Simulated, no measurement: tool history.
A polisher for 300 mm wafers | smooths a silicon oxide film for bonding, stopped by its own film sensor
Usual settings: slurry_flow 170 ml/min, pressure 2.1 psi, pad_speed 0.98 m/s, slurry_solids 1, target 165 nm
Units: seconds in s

| run | day | slurry_flow | pressure | pad_speed | slurry_solids | target | incoming thickness of the incoming film, nm | seconds |
|---|---|---|---|---|---|---|---|---|
| 1 | 0 | 170 | 2.1 | 0.98 | 1 | 165 | 200.7 | 37.9 |
| 2 | 0.558 | 170 | 2.1 | 0.98 | 1 | 165 | 200.8 | 39.9 |
| 3 | 1.2 | 170 | 2.1 | 0.98 | 1 | 165 | 202.1 | 40.1 |
|  | 2.254 | worn pad replaced by a new one |
| 4 | 2.275 | 170 | 2.1 | 0.98 | 1 | 165 | 201.1 | 40 |
| 5 | 2.846 | 170 | 2.1 | 0.86 | 1.2 | 165 | 201.8 | 42.6 |
| 6 | 3.529 | 170 | 2.1 | 0.86 | 1.2 | 165 | 201.8 | 42.4 |
| 7 | 4.267 | 170 | 2.1 | 0.86 | 1.2 | 165 | 198.5 | 38.8 |
| 8 | 4.854 | 170 | 2.1 | 0.98 | 1 | 165 | 199.8 | 39 |
| 9 | 5.762 | 170 | 2.1 | 0.98 | 1 | 165 | 200.8 | 40.1 |
| 10 | 6.367 | 170 | 2.1 | 0.98 | 1 | 165 | 200.5 | 40.8 |
| 11 | 7.121 | 170 | 2.1 | 1.1 | 1 | 158 | 200 | 43.7 |
|  | 7.446 | worn pad replaced by a new one |
|  | 8.288 | slurry blender recalibrated |
| 12 | 8.579 | 170 | 2.1 | 0.98 | 1 | 165 | 203 | 41.9 |
| 13 | 9.554 | 150 | 1.5 | 1.28 | 0.85 | 165 | 204 | 52.5 |
|  | 12.954 | slurry nozzle cleaned |
|  | 12.958 | worn pad replaced by a new one |
| 14 | 13.504 | 170 | 2.1 | 0.98 | 1 | 165 | 202.1 | 40.5 |
| 15 | 14.483 | 170 | 1.5 | 0.98 | 1.15 | 171 | 197 | 37.9 |
| 16 | 15.346 | 170 | 2.1 | 0.98 | 1 | 158 | 199.3 | 44.9 |
|  | 17.108 | slurry blender recalibrated |
|  | 17.7 | worn pad replaced by a new one |
|  | 17.712 | head pressure recalibrated |
| 17 | 19.738 | 205 | 2.1 | 0.98 | 1 | 175 | 200.9 | 27.7 |
| 18 | 21.088 | 170 | 2.1 | 0.98 | 1 | 165 | 199.4 | 36.6 |
| 19 | 22.192 | 170 | 2.1 | 0.98 | 1 | 154 | 202.4 | 51.7 |
|  | 23.079 | worn pad replaced by a new one |
| 20 | 23.512 | 170 | 2.1 | 1.2 | 1.25 | 165 | 198.3 | 29.5 |
| 21 | 24.421 | 170 | 2.1 | 1.3 | 1 | 165 | 196.3 | 28 |

3 ways to go on from here, each from the tool as it stands after run 21. What would each give?
| A | 24.438 | 170 | 2.1 | 0.98 | 1.1 | 165 | 197.3 | ? |
| B | 24.438 | 145 | 2.1 | 0.98 | 1.25 | 153 | 197.3 | ? |
| C | 24.438 | 120 | 2.1 | 0.98 | 0.85 | 165 | 197.3 | ? |

| run | seconds |
|---|---|
| A | 34.4 |
| B | 46.7 |
| C | 39.6 |
Without the tool's hidden state the same runs would have given:
| run | seconds |
|---|---|
| A | 33.6 |
| B | 45.5 |
| C | 38.4 |
